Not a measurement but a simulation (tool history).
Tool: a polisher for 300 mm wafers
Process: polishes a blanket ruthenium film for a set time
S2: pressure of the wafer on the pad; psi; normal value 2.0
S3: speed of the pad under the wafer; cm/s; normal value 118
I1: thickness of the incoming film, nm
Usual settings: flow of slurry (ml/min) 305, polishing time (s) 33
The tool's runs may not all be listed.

{"run": 1, "hour": 0.0, "flow of slurry (ml/min)": 305, "S2": 2.0, "S3": 90, "polishing time (s)": 26, "I1": 335.7, "film removed (angstrom)": 238}
{"run": 2, "hour": 13.0, "flow of slurry (ml/min)": 305, "S2": 1.5, "S3": 94, "polishing time (s)": 33, "I1": 339.8, "film removed (angstrom)": 234}
{"run": 3, "hour": 35.0, "flow of slurry (ml/min)": 305, "S2": 1.5, "S3": 94, "polishing time (s)": 33, "I1": 341.6, "film removed (angstrom)": 234}
{"hour": 45.3, "done": "slurry nozzle cleaned"}
{"run": 4, "hour": 54.0, "flow of slurry (ml/min)": 305, "S2": 2.0, "S3": 118, "polishing time (s)": 33, "I1": 347.1, "film removed (angstrom)": 398}
{"run": 5, "hour": 83.6, "flow of slurry (ml/min)": 305, "S2": 2.0, "S3": 118, "polishing time (s)": 33, "I1": 336.5, "film removed (angstrom)": 401}
{"run": 6, "hour": 96.8, "flow of slurry (ml/min)": 305, "S2": 2.0, "S3": 118, "polishing time (s)": 33, "I1": 339.1, "film removed (angstrom)": 400}
{"run": 7, "hour": 111.0, "flow of slurry (ml/min)": 265, "S2": 2.0, "S3": 118, "polishing time (s)": 33, "I1": 337.9, "film removed (angstrom)": 383}
{"run": 8, "hour": 186.9, "flow of slurry (ml/min)": 265, "S2": 2.0, "S3": 118, "polishing time (s)": 33, "I1": 336.9, "film removed (angstrom)": 374}
{"hour": 211.9, "done": "worn pad replaced by a new one"}
{"run": 9, "hour": 216.8, "flow of slurry (ml/min)": 305, "S2": 2.0, "S3": 118, "polishing time (s)": 33, "I1": 340.0, "film removed (angstrom)": 374}
{"run": 10, "hour": 231.0, "flow of slurry (ml/min)": 305, "S2": 2.0, "S3": 118, "polishing time (s)": 33, "I1": 339.8, "film removed (angstrom)": 380}
{"run": 11, "hour": 244.3, "flow of slurry (ml/min)": 305, "S2": 2.0, "S3": 118, "polishing time (s)": 33, "I1": 336.5, "film removed (angstrom)": 375}
{"run": 12, "hour": 318.3, "flow of slurry (ml/min)": 340, "S2": 2.0, "S3": 150, "polishing time (s)": 33, "I1": 338.4, "film removed (angstrom)": 467}
{"run": 13, "hour": 334.1, "flow of slurry (ml/min)": 305, "S2": 2.5, "S3": 118, "polishing time (s)": 30, "I1": 340.5, "film removed (angstrom)": 420}
{"run": 14, "hour": 368.2, "flow of slurry (ml/min)": 390, "S2": 2.0, "S3": 118, "polishing time (s)": 23, "I1": 338.3, "film removed (angstrom)": 267}
{"hour": 374.4, "done": "slurry nozzle cleaned"}
{"run": 15, "hour": 389.0, "flow of slurry (ml/min)": 305, "S2": 2.6, "S3": 118, "polishing time (s)": 33, "I1": 337.7, "film removed (angstrom)": 515}
{"hour": 418.1, "done": "head pressure recalibrated"}
{"run": 16, "hour": 421.8, "flow of slurry (ml/min)": 345, "S2": 2.0, "S3": 160, "polishing time (s)": 42, "I1": 340.5, "film removed (angstrom)": 654}
{"run": 17, "hour": 445.1, "flow of slurry (ml/min)": 245, "S2": 1.7, "S3": 118, "polishing time (s)": 33, "I1": 340.9, "film removed (angstrom)": 322}
{"run": 18, "hour": 460.4, "flow of slurry (ml/min)": 305, "S2": 1.6, "S3": 140, "polishing time (s)": 36, "I1": 341.3, "film removed (angstrom)": 393}
{"hour": 469.7, "done": "worn pad replaced by a new one"}
{"run": 19, "hour": 479.1, "flow of slurry (ml/min)": 305, "S2": 2.0, "S3": 118, "polishing time (s)": 33, "I1": 342.8, "film removed (angstrom)": 388}
{"run": 20, "hour": 507.6, "flow of slurry (ml/min)": 305, "S2": 2.7, "S3": 118, "polishing time (s)": 33, "I1": 340.1, "film removed (angstrom)": 521}
{"run": 21, "hour": 531.7, "flow of slurry (ml/min)": 305, "S2": 2.0, "S3": 118, "polishing time (s)": 33, "I1": 339.1, "film removed (angstrom)": 380}
{"run": 22, "hour": 551.2, "flow of slurry (ml/min)": 385, "S2": 2.0, "S3": 130, "polishing time (s)": 33, "I1": 337.1, "film removed (angstrom)": 428}
{"run": 23, "hour": 581.1, "flow of slurry (ml/min)": 400, "S2": 2.2, "S3": 96, "polishing time (s)": 38, "I1": 341.7, "film removed (angstrom)": 427}
{"run": 24, "hour": 610.0, "flow of slurry (ml/min)": 225, "S2": 2.0, "S3": 90, "polishing time (s)": 33, "I1": 333.7, "film removed (angstrom)": 286}
{"run": 25, "hour": 644.2, "flow of slurry (ml/min)": 305, "S2": 2.0, "S3": 118, "polishing time (s)": 33, "I1": 335.6, "film removed (angstrom)": 378}
{"hour": 662.4, "done": "slurry nozzle cleaned"}
{"run": 26, "hour": 666.3, "flow of slurry (ml/min)": 225, "S2": 2.0, "S3": 118, "polishing time (s)": 25, "I1": 332.6, "film removed (angstrom)": 297}
{"run": 27, "hour": 680.5, "flow of slurry (ml/min)": 370, "S2": 2.0, "S3": 152, "polishing time (s)": 33, "I1": 337.6, "film removed (angstrom)": 508}
{"hour": 705.2, "done": "worn pad replaced by a new one"}
{"run": 28, "hour": 708.3, "flow of slurry (ml/min)": 305, "S2": 2.0, "S3": 118, "polishing time (s)": 33, "I1": 341.1, "film removed (angstrom)": 394}
{"run": 29, "hour": 754.8, "flow of slurry (ml/min)": 305, "S2": 1.3, "S3": 100, "polishing time (s)": 33, "I1": 337.8, "film removed (angstrom)": 218}
{"run": 30, "hour": 783.7, "flow of slurry (ml/min)": 385, "S2": 2.3, "S3": 90, "polishing time (s)": 33, "I1": 337.8, "film removed (angstrom)": 367}
{"run": 31, "hour": 805.1, "flow of slurry (ml/min)": 305, "S2": 2.0, "S3": 118, "polishing time (s)": 33, "I1": 337.1, "film removed (angstrom)": 380}
{"run": 32, "hour": 827.4, "flow of slurry (ml/min)": 335, "S2": 2.0, "S3": 86, "polishing time (s)": 33, "I1": 337.0, "film removed (angstrom)": 293}
{"run": 33, "hour": 859.4, "flow of slurry (ml/min)": 340, "S2": 2.0, "S3": 90, "polishing time (s)": 33, "I1": 341.3, "film removed (angstrom)": 308}
{"run": 34, "hour": 892.9, "flow of slurry (ml/min)": 205, "S2": 2.0, "S3": 118, "polishing time (s)": 33, "I1": 335.3, "film removed (angstrom)": 344}
{"run": 35, "hour": 912.1, "flow of slurry (ml/min)": 205, "S2": 2.0, "S3": 88, "polishing time (s)": 44, "I1": 344.3, "film removed (angstrom)": 357}
{"run": 36, "hour": 937.8, "flow of slurry (ml/min)": 225, "S2": 2.0, "S3": 88, "polishing time (s)": 33, "I1": 336.6, "film removed (angstrom)": 277}

5 ways to go on from here, each from the tool as it stands after run 36. What would each give?
{"run": "A", "hour": 938.2, "flow of slurry (ml/min)": 305, "S2": 2.0, "S3": 118, "polishing time (s)": 28, "I1": 339.0, "film removed (angstrom)": "?"}
{"run": "B", "hour": 938.2, "flow of slurry (ml/min)": 250, "S2": 2.3, "S3": 118, "polishing time (s)": 29, "I1": 339.0, "film removed (angstrom)": "?"}
{"run": "C", "hour": 938.2, "flow of slurry (ml/min)": 250, "S2": 2.0, "S3": 154, "polishing time (s)": 42, "I1": 339.0, "film removed (angstrom)": "?"}
{"run": "D", "hour": 938.2, "flow of slurry (ml/min)": 305, "S2": 2.0, "S3": 118, "polishing time (s)": 23, "I1": 339.0, "film removed (angstrom)": "?"}
{"run": "E", "hour": 938.2, "flow of slurry (ml/min)": 235, "S2": 2.0, "S3": 94, "polishing time (s)": 33, "I1": 339.0, "film removed (angstrom)": "?"}

run=A film_removed_(angstrom)=320
run=B film_removed_(angstrom)=366
run=C film_removed_(angstrom)=581
run=D film_removed_(angstrom)=263
run=E film_removed_(angstrom)=295
Stripped of hidden state, with their random variation kept, the same runs would have yielded:
run=A film_removed_(angstrom)=347
run=B film_removed_(angstrom)=405
run=C film_removed_(angstrom)=642
run=D film_removed_(angstrom)=285
run=E film_removed_(angstrom)=329
